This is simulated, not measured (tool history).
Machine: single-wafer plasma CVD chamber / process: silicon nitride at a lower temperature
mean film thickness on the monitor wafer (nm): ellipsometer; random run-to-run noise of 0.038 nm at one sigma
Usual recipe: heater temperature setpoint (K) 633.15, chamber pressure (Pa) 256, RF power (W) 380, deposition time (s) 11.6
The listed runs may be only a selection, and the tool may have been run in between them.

run,day,heater temperature setpoint (K),chamber pressure (Pa),RF power (W),deposition time (s),"read-back reference wafer on the same gauge, thickness_nm",mean film thickness on the monitor wafer (nm)
1,0.000,633.15,256,380,10.7,13.801,15.476
2,0.900,633.15,256,380,11.6,13.793,16.738
3,3.958,633.15,256,380,11.6,13.789,16.706
4,5.254,633.15,256,380,11.6,13.785,16.721
5,5.933,633.15,256,380,11.6,13.793,16.710
6,7.188,633.15,256,380,11.6,13.788,16.651
7,8.062,633.15,256,380,11.6,13.783,16.737
8,9.029,633.15,256,380,11.6,13.791,16.694
9,9.917,633.15,256,425,11.6,13.797,17.954
10,10.508,633.15,256,380,11.6,13.795,16.671
11,11.683,633.15,256,380,11.6,13.800,16.605
12,12.983,633.15,256,355,11.6,13.802,15.849
13,14.375,633.15,256,355,11.6,13.805,15.859
14,15.667,633.15,256,380,11.6,13.808,16.611
15,16.171,628.15,217,340,11.6,13.795,14.837
16,17.233,633.15,313,435,11.0,13.805,18.004
17,18.188,633.15,256,380,11.6,13.805,16.552
# day 18.704: gauge calibrated
# day 18.796: capacitance manometer re-zeroed and calibrated
18,19.408,633.15,237,380,11.6,13.793,16.346
# day 20.500: thermocouple changed; heater temperature recalibrated
19,20.521,633.15,311,360,13.5,13.793,19.193
# day 21.404: RF generator calibrated
20,21.662,637.15,313,320,12.4,13.806,16.401
21,22.650,633.15,256,350,10.3,13.801,14.000
# day 23.625: showerhead replaced
22,23.646,633.15,256,320,11.6,13.798,14.733
23,24.008,633.15,256,380,11.6,13.812,16.767
24,25.383,626.15,256,325,10.9,13.790,14.094
25,26.696,619.15,256,400,12.9,13.807,19.437
26,27.250,620.15,304,335,13.3,13.802,18.212
27,28.521,633.15,201,380,11.6,13.808,15.920
28,29.262,621.15,212,430,12.9,13.810,19.570
29,30.050,646.15,319,330,9.9,13.809,13.448
30,31.017,622.15,279,435,10.4,13.815,16.842

Some steps in mean film thickness on the monitor wafer (nm) between neighbouring runs. How much of each would the tool show without its hidden state too (settings, what came in, random variation), and how much is left for the hidden state, with any gauge scatter that isn't in both results?
Hidden conditions of the tool in this case: wafer temperature above the value expected at the setpoint (K); delivered RF power above the setpoint (%); true pressure above the setpoint (%); gauge reads high (%).
Run 15 -> 16: heater temperature setpoint (K) 628.15 -> 633.15, chamber pressure (Pa) 217 -> 313, RF power (W) 340 -> 435, deposition time (s) 11.6 -> 11.0. mean film thickness on the monitor wafer (nm) +3.167: hidden state -0.036, all else +3.203.
Run 18 -> 19: chamber pressure (Pa) 237 -> 311, RF power (W) 380 -> 360, deposition time (s) 11.6 -> 13.5, thermocouple changed; heater temperature recalibrated. mean film thickness on the monitor wafer (nm) +2.847: hidden state -0.060, all else +2.907.
Run 19 -> 20: heater temperature setpoint (K) 633.15 -> 637.15, chamber pressure (Pa) 311 -> 313, RF power (W) 360 -> 320, deposition time (s) 13.5 -> 12.4, RF generator calibrated. mean film thickness on the monitor wafer (nm) -2.792: hidden state +0.246, all else -3.038.
Run 24 -> 25: heater temperature setpoint (K) 626.15 -> 619.15, RF power (W) 325 -> 400, deposition time (s) 10.9 -> 12.9. mean film thickness on the monitor wafer (nm) +5.343: hidden state -0.016, all else +5.359.
Run 27 -> 28: heater temperature setpoint (K) 633.15 -> 621.15, chamber pressure (Pa) 201 -> 212, RF power (W) 380 -> 430, deposition time (s) 11.6 -> 12.9. mean film thickness on the monitor wafer (nm) +3.650: hidden state -0.012, all else +3.662.
Run 28 -> 29: heater temperature setpoint (K) 621.15 -> 646.15, chamber pressure (Pa) 212 -> 319, RF power (W) 430 -> 330, deposition time (s) 12.9 -> 9.9. mean film thickness on the monitor wafer (nm) -6.122: hidden state +0.016, all else -6.138.

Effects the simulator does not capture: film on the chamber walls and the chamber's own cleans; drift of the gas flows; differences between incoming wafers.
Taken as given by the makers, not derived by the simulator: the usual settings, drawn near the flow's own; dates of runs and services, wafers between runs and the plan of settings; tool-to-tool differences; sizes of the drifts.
